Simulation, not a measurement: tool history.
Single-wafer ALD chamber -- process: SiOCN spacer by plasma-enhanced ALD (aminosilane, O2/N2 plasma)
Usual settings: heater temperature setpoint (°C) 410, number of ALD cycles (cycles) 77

run	hour	heater temperature setpoint (°C)	number of ALD cycles (cycles)	read-back reference wafer on the same gauge, thickness_nm	mean film thickness on the monitor wafer (nm)
1	0	410	77	4.224	4.391
2	37.4	410	71	4.215	4.057
3	83.7	410	71	4.222	4.083
4	131.6	410	77	4.219	4.419
5	200.5	410	77	4.224	4.433
6	244.1	410	77	4.22	4.425
7	276.9	404	70	4.222	4.103
8	305.3	404	70	4.226	4.11
9	350.1	404	70	4.219	4.088
10	420.6	410	77	4.218	4.462
11	448.1	410	77	4.221	4.446
# hour 504.2: gauge calibrated
12	513.9	410	91	4.215	5.261
13	544.2	410	91	4.222	5.266
14	577.7	403	62	4.219	3.656
15	641.2	417	77	4.22	4.343
16	710.4	400	81	4.222	4.75
17	739.5	410	87	4.218	5.043
# hour 786.5: thermocouple changed; heater temperature recalibrated
18	797.2	410	77	4.218	4.397
19	859.5	405	62	4.217	3.598
20	917.2	410	77	4.226	4.394
21	961.2	399	81	4.219	4.738
22	1012.5	410	77	4.223	4.365

Consider 3 possible next runs. They are alternatives, not a sequence: every one starts from the tool as it was left by run 22. What does each give?
A	1013	410	77	?	?
B	1013	422	88	?	?
C	1013	410	70	?	?

run	read-back reference wafer on the same gauge, thickness_nm	mean film thickness on the monitor wafer (nm)
A	4.219	4.369
B	4.219	4.784
C	4.219	3.972
Had the tool no hidden state, the same runs would have come out as:
run	mean film thickness on the monitor wafer (nm)
A	4.359
B	4.772
C	3.962

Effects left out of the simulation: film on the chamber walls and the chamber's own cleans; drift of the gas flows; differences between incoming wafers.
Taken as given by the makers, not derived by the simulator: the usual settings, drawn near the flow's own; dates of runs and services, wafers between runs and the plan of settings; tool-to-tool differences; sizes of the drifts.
